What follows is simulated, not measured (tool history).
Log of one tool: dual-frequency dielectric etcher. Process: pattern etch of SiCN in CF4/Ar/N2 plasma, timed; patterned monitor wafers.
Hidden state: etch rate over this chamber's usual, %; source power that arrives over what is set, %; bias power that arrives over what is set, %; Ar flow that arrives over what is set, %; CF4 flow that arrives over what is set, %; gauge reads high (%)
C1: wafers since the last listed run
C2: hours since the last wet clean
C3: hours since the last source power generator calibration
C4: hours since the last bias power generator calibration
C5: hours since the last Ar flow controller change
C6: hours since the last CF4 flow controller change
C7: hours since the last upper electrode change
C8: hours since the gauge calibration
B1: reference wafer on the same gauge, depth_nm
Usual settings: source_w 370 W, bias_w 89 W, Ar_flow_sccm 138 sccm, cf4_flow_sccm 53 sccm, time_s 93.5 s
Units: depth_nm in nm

{"run": 1, "hour": 0.0, "source_w": 370, "bias_w": 89, "Ar_flow_sccm": 138, "cf4_flow_sccm": 53, "time_s": 93.5, "C1": 0, "C2": 359.7, "C3": 1779.6, "C4": 2139.9, "C5": 1709.9, "C6": 4748.4, "C7": 4297.6, "C8": 128.8, "B1": 57.1, "depth_nm": 69.3}
{"run": 2, "hour": 14.4, "source_w": 370, "bias_w": 89, "Ar_flow_sccm": 138, "cf4_flow_sccm": 53, "time_s": 93.5, "C1": 166, "C2": 374.1, "C3": 1794.0, "C4": 2154.3, "C5": 1724.3, "C6": 4762.8, "C7": 4312.0, "C8": 143.2, "B1": 57.2, "depth_nm": 69.4}
{"run": 3, "hour": 35.4, "source_w": 370, "bias_w": 89, "Ar_flow_sccm": 138, "cf4_flow_sccm": 53, "time_s": 93.5, "C1": 243, "C2": 395.1, "C3": 1815.0, "C4": 2175.3, "C5": 1745.3, "C6": 4783.8, "C7": 4333.0, "C8": 164.2, "B1": 57.2, "depth_nm": 69.8}
{"run": 4, "hour": 60.7, "source_w": 370, "bias_w": 89, "Ar_flow_sccm": 138, "cf4_flow_sccm": 53, "time_s": 93.5, "C1": 292, "C2": 420.4, "C3": 1840.3, "C4": 2200.6, "C5": 1770.6, "C6": 4809.1, "C7": 4358.3, "C8": 189.5, "B1": 57.2, "depth_nm": 69.1}
{"run": 5, "hour": 77.4, "source_w": 370, "bias_w": 89, "Ar_flow_sccm": 157, "cf4_flow_sccm": 53, "time_s": 93.5, "C1": 193, "C2": 437.1, "C3": 1857.0, "C4": 2217.3, "C5": 1787.3, "C6": 4825.8, "C7": 4375.0, "C8": 206.2, "B1": 57.1, "depth_nm": 68.1}
{"run": 6, "hour": 90.1, "source_w": 370, "bias_w": 89, "Ar_flow_sccm": 157, "cf4_flow_sccm": 53, "time_s": 93.5, "C1": 147, "C2": 449.8, "C3": 1869.7, "C4": 2230.0, "C5": 1800.0, "C6": 4838.5, "C7": 4387.7, "C8": 218.9, "B1": 57.2, "depth_nm": 69.2}
{"hour": 124.7, "done": "upper electrode replaced"}
{"run": 7, "hour": 125.2, "source_w": 370, "bias_w": 89, "Ar_flow_sccm": 157, "cf4_flow_sccm": 53, "time_s": 93.5, "C1": 128, "C2": 484.9, "C3": 1904.8, "C4": 2265.1, "C5": 1835.1, "C6": 4873.6, "C7": 0.5, "C8": 254.0, "B1": 57.1, "depth_nm": 68.1}
{"run": 8, "hour": 140.4, "source_w": 370, "bias_w": 89, "Ar_flow_sccm": 138, "cf4_flow_sccm": 46, "time_s": 93.5, "C1": 176, "C2": 500.1, "C3": 1920.0, "C4": 2280.3, "C5": 1850.3, "C6": 4888.8, "C7": 15.7, "C8": 269.2, "B1": 57.1, "depth_nm": 68.6}
{"run": 9, "hour": 158.7, "source_w": 370, "bias_w": 89, "Ar_flow_sccm": 138, "cf4_flow_sccm": 43, "time_s": 108.5, "C1": 211, "C2": 518.4, "C3": 1938.3, "C4": 2298.6, "C5": 1868.6, "C6": 4907.1, "C7": 34.0, "C8": 287.5, "B1": 57.2, "depth_nm": 78.0}
{"hour": 202.2, "done": "wet clean of the chamber"}
{"run": 10, "hour": 202.7, "source_w": 370, "bias_w": 89, "Ar_flow_sccm": 138, "cf4_flow_sccm": 57, "time_s": 85.5, "C1": 231, "C2": 0.5, "C3": 1982.3, "C4": 2342.6, "C5": 1912.6, "C6": 4951.1, "C7": 78.0, "C8": 331.5, "B1": 57.1, "depth_nm": 62.4}
{"run": 11, "hour": 214.5, "source_w": 310, "bias_w": 68, "Ar_flow_sccm": 138, "cf4_flow_sccm": 62, "time_s": 119.0, "C1": 136, "C2": 12.3, "C3": 1994.1, "C4": 2354.4, "C5": 1924.4, "C6": 4962.9, "C7": 89.8, "C8": 343.3, "B1": 57.2, "depth_nm": 68.5}
{"hour": 235.9, "done": "Ar flow controller replaced"}
{"run": 12, "hour": 239.5, "source_w": 420, "bias_w": 104, "Ar_flow_sccm": 127, "cf4_flow_sccm": 53, "time_s": 121.0, "C1": 220, "C2": 37.3, "C3": 2019.1, "C4": 2379.4, "C5": 3.6, "C6": 4987.9, "C7": 114.8, "C8": 368.3, "B1": 57.2, "depth_nm": 105.1}
{"run": 13, "hour": 262.2, "source_w": 430, "bias_w": 89, "Ar_flow_sccm": 158, "cf4_flow_sccm": 53, "time_s": 93.5, "C1": 262, "C2": 60.0, "C3": 2041.8, "C4": 2402.1, "C5": 26.3, "C6": 5010.6, "C7": 137.5, "C8": 391.0, "B1": 57.1, "depth_nm": 72.0}
{"run": 14, "hour": 295.8, "source_w": 370, "bias_w": 89, "Ar_flow_sccm": 138, "cf4_flow_sccm": 53, "time_s": 93.5, "C1": 389, "C2": 93.6, "C3": 2075.4, "C4": 2435.7, "C5": 59.9, "C6": 5044.2, "C7": 171.1, "C8": 424.6, "B1": 57.3, "depth_nm": 67.6}
{"run": 15, "hour": 313.3, "source_w": 370, "bias_w": 89, "Ar_flow_sccm": 138, "cf4_flow_sccm": 53, "time_s": 93.5, "C1": 202, "C2": 111.1, "C3": 2092.9, "C4": 2453.2, "C5": 77.4, "C6": 5061.7, "C7": 188.6, "C8": 442.1, "B1": 57.2, "depth_nm": 66.9}
{"hour": 322.5, "done": "source power generator calibrated"}
{"run": 16, "hour": 343.5, "source_w": 370, "bias_w": 89, "Ar_flow_sccm": 138, "cf4_flow_sccm": 53, "time_s": 93.5, "C1": 303, "C2": 141.3, "C3": 21.0, "C4": 2483.4, "C5": 107.6, "C6": 5091.9, "C7": 218.8, "C8": 472.3, "B1": 57.2, "depth_nm": 68.0}
{"hour": 361.3, "done": "bias power generator calibrated"}
{"run": 17, "hour": 364.6, "source_w": 370, "bias_w": 89, "Ar_flow_sccm": 138, "cf4_flow_sccm": 53, "time_s": 93.5, "C1": 198, "C2": 162.4, "C3": 42.1, "C4": 3.3, "C5": 128.7, "C6": 5113.0, "C7": 239.9, "C8": 493.4, "B1": 57.2, "depth_nm": 68.1}
{"hour": 395.1, "done": "gauge calibrated"}
{"run": 18, "hour": 399.2, "source_w": 370, "bias_w": 95, "Ar_flow_sccm": 138, "cf4_flow_sccm": 64, "time_s": 114.5, "C1": 400, "C2": 197.0, "C3": 76.7, "C4": 37.9, "C5": 163.3, "C6": 5147.6, "C7": 274.5, "C8": 4.1, "B1": 57.3, "depth_nm": 88.4}
{"hour": 451.8, "done": "CF4 flow controller replaced"}
{"run": 19, "hour": 502.7, "source_w": 370, "bias_w": 89, "Ar_flow_sccm": 138, "cf4_flow_sccm": 45, "time_s": 112.0, "C1": 1129, "C2": 300.5, "C3": 180.2, "C4": 141.4, "C5": 266.8, "C6": 50.9, "C7": 378.0, "C8": 107.6, "B1": 57.3, "depth_nm": 80.0}
{"run": 20, "hour": 608.6, "source_w": 370, "bias_w": 71, "Ar_flow_sccm": 119, "cf4_flow_sccm": 65, "time_s": 107.0, "C1": 1226, "C2": 406.4, "C3": 286.1, "C4": 247.3, "C5": 372.7, "C6": 156.8, "C7": 483.9, "C8": 213.5, "B1": 57.3, "depth_nm": 74.9}
{"run": 21, "hour": 622.9, "source_w": 350, "bias_w": 75, "Ar_flow_sccm": 158, "cf4_flow_sccm": 42, "time_s": 93.5, "C1": 165, "C2": 420.7, "C3": 300.4, "C4": 261.6, "C5": 387.0, "C6": 171.1, "C7": 498.2, "C8": 227.8, "B1": 57.2, "depth_nm": 56.2}

Forecast each of these 4 alternatives for the next run:
{"run": "A", "hour": 623.3, "source_w": 370, "bias_w": 98, "Ar_flow_sccm": 138, "cf4_flow_sccm": 53, "time_s": 93.5, "C1": 4, "C2": 421.1, "C3": 300.8, "C4": 262.0, "C5": 387.4, "C6": 171.5, "C7": 498.6, "C8": 228.2, "B1": "?", "depth_nm": "?"}
{"run": "B", "hour": 623.3, "source_w": 290, "bias_w": 89, "Ar_flow_sccm": 138, "cf4_flow_sccm": 53, "time_s": 114.0, "C1": 4, "C2": 421.1, "C3": 300.8, "C4": 262.0, "C5": 387.4, "C6": 171.5, "C7": 498.6, "C8": 228.2, "B1": "?", "depth_nm": "?"}
{"run": "C", "hour": 623.3, "source_w": 290, "bias_w": 89, "Ar_flow_sccm": 138, "cf4_flow_sccm": 53, "time_s": 81.0, "C1": 4, "C2": 421.1, "C3": 300.8, "C4": 262.0, "C5": 387.4, "C6": 171.5, "C7": 498.6, "C8": 228.2, "B1": "?", "depth_nm": "?"}
{"run": "D", "hour": 623.3, "source_w": 370, "bias_w": 82, "Ar_flow_sccm": 138, "cf4_flow_sccm": 53, "time_s": 121.5, "C1": 4, "C2": 421.1, "C3": 300.8, "C4": 262.0, "C5": 387.4, "C6": 171.5, "C7": 498.6, "C8": 228.2, "B1": "?", "depth_nm": "?"}

run=A B1=57.4 depth_nm=73.2
run=B B1=57.4 depth_nm=72.7
run=C B1=57.4 depth_nm=51.7
run=D B1=57.4 depth_nm=86.2
Without the tool's hidden state the same runs would have given:
run=A depth_nm=70.8
run=B depth_nm=70.4
run=C depth_nm=50.0
run=D depth_nm=83.4

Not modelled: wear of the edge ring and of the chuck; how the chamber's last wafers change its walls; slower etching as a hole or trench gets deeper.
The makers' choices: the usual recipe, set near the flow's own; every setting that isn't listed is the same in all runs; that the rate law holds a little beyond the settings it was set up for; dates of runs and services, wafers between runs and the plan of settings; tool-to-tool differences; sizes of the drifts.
